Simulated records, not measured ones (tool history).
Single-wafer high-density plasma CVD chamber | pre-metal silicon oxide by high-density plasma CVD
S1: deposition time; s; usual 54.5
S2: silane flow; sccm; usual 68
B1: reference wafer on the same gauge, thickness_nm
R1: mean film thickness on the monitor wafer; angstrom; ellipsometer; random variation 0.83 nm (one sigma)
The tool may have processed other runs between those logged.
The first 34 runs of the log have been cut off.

run 35 day=52.258 | S1=45 S2=56 | B1=438.093 | R1=2668.57
run 36 day=52.983 | S1=62.9 S2=74 | B1=438.085 | R1=4932.36
run 37 day=53.8 | S1=54.5 S2=60 | B1=437.769 | R1=3439.49
run 38 day=54.6 | S1=54.5 S2=68 | B1=437.626 | R1=3931.38
run 39 day=55.483 | S1=64.4 S2=80 | B1=438.13 | R1=5429.1
run 40 day=56.217 | S1=54.5 S2=68 | B1=438.059 | R1=3920.65
run 41 day=57.629 | S1=54.5 S2=63 | B1=437.872 | R1=3607.98
run 42 day=59.021 | S1=54.5 S2=68 | B1=437.928 | R1=3918.79
run 43 day=62.588 | S1=60.6 S2=60 | B1=438.048 | R1=3844.41
run 44 day=63.908 | S1=54.5 S2=68 | B1=438.198 | R1=3904.19

5 options for the next run, each taken on its own from the tool as it stands now. Forecast them:
run A day=63.925 | S1=54.5 S2=59 | B1=? | R1=?
run B day=63.925 | S1=47.5 S2=68 | B1=? | R1=?
run C day=63.925 | S1=48.6 S2=68 | B1=? | R1=?
run D day=63.925 | S1=50.8 S2=73 | B1=? | R1=?
run E day=63.925 | S1=62.5 S2=68 | B1=? | R1=?

run=A B1=438.148 R1=3383.48
run=B B1=438.148 R1=3398.73
run=C B1=438.148 R1=3477.44
run=D B1=438.148 R1=3902.13
run=E B1=438.148 R1=4472.02
With the hidden condition removed and each run's random variation left untouched, the same runs would have given:
run=A R1=3404.08
run=B R1=3419.43
run=C R1=3498.61
run=D R1=3925.88
run=E R1=4499.25
